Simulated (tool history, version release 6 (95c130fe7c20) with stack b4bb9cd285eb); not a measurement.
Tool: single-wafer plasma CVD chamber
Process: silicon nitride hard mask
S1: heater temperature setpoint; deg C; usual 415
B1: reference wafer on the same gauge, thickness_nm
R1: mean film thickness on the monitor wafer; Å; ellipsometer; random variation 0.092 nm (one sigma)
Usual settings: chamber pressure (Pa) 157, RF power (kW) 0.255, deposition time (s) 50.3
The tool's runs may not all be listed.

Run 1, day 0: usual settings but RF power (kW) 0.285; B1 41.685. Result: R1 506.96 Å.
Run 2, day 0.883: usual settings but RF power (kW) 0.29; B1 41.719. Result: R1 512.93 Å.
Run 3, day 2.354: usual settings; B1 41.703. Result: R1 469.13 Å.
Run 4, day 3: usual settings; B1 41.735. Result: R1 469.61 Å.
At day 6.2: gauge calibrated.
Run 5, day 7.042: usual settings; B1 41.709. Result: R1 467.02 Å.
Run 6, day 8.479: usual settings; B1 41.684. Result: R1 466.14 Å.
At day 8.988: RF generator calibrated.
At day 9.483: showerhead replaced.
Run 7, day 9.504: usual settings; B1 41.708. Result: R1 487.11 Å.
Run 8, day 10.688: usual settings; B1 41.752. Result: R1 489.02 Å.
At day 13.467: capacitance manometer re-zeroed and calibrated.
Run 9, day 14.546: usual settings but chamber pressure (Pa) 181; B1 41.707. Result: R1 532.02 Å.
Run 10, day 15.754: usual settings but chamber pressure (Pa) 189, RF power (kW) 0.27; B1 41.652. Result: R1 561.14 Å.
At day 16.188: thermocouple changed; heater temperature recalibrated.
Run 11, day 16.588: usual settings but deposition time (s) 54.6; B1 41.674. Result: R1 546.61 Å.
At day 16.783: gauge calibrated.
Run 12, day 17.192: usual settings but RF power (kW) 0.285; B1 41.688. Result: R1 542.68 Å.
Run 13, day 18.396: usual settings but S1 404 deg C, RF power (kW) 0.285; B1 41.705. Result: R1 544 Å.
Run 14, day 19.492: usual settings; B1 41.687. Result: R1 502.78 Å.
Run 15, day 20.825: usual settings but chamber pressure (Pa) 143, RF power (kW) 0.23; B1 41.69. Result: R1 445.98 Å.
Run 16, day 21.858: usual settings but S1 422 deg C, deposition time (s) 40.4; B1 41.688. Result: R1 400.88 Å.

4 ways to go on from here, each from the tool as it stands after run 16. What would each give?
Run A, day 21.875: usual settings but deposition time (s) 52.8; B1 ?. Result: R1 ?.
Run B, day 21.875: usual settings but S1 411 deg C, RF power (kW) 0.29; B1 ?. Result: R1 ?.
Run C, day 21.875: usual settings but RF power (kW) 0.28, deposition time (s) 40.4; B1 ?. Result: R1 ?.
Run D, day 21.875: usual settings but deposition time (s) 53.3; B1 ?. Result: R1 ?.

run      B1      R1
  A  41.676  524.71
  B  41.676  546.16
  C  41.676  428.13
  D  41.676  529.67
Without the tool's hidden state the same runs would have given:
run      R1
  A   532.5
  B  554.14
  C  434.39
  D  537.54
